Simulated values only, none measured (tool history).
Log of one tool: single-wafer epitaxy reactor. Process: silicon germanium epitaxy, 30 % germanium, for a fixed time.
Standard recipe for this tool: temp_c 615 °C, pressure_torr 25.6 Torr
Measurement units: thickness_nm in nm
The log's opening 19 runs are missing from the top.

run,hour,temp_c,pressure_torr,"read-back reference wafer on the same gauge, thickness_nm",thickness_nm
20,1637.6,623,27.5,95.835,95.132
21,1697.8,615,25.6,95.919,81.384
# hour 1742.7: showerhead replaced
# hour 1778.7: capacitance manometer re-zeroed and calibrated
22,1797.5,615,27.0,95.914,82.490
23,1848.6,628,20.8,95.976,90.503
24,1897.4,607,20.2,95.843,64.133
25,1984.8,615,25.6,95.921,81.115
# hour 2001.8: pyrometer calibrated
26,2091.6,606,25.6,95.880,70.291
27,2138.7,624,21.1,95.911,85.222
28,2240.6,615,25.6,95.868,80.842
29,2324.7,615,25.6,95.927,80.980
30,2403.2,622,25.6,95.914,90.216
31,2453.9,615,25.6,95.840,81.102
32,2543.0,615,25.6,95.878,81.204
33,2582.2,608,19.3,95.917,64.220
34,2653.0,615,25.6,95.957,80.801
35,2745.5,615,30.3,95.891,86.776

Here are 4 independent what-if runs from the current tool condition. What would each one return?
A,2745.9,615,31.1,?,?
B,2745.9,606,29.4,?,?
C,2745.9,603,30.9,?,?
D,2745.9,601,30.9,?,?

run,"read-back reference wafer on the same gauge, thickness_nm",thickness_nm
A,95.874,88.149
B,95.874,74.762
C,95.874,72.795
D,95.874,70.510
Stripped of hidden state, with their random variation kept, the same runs would have yielded:
run,thickness_nm
A,87.837
B,74.498
C,72.538
D,70.261

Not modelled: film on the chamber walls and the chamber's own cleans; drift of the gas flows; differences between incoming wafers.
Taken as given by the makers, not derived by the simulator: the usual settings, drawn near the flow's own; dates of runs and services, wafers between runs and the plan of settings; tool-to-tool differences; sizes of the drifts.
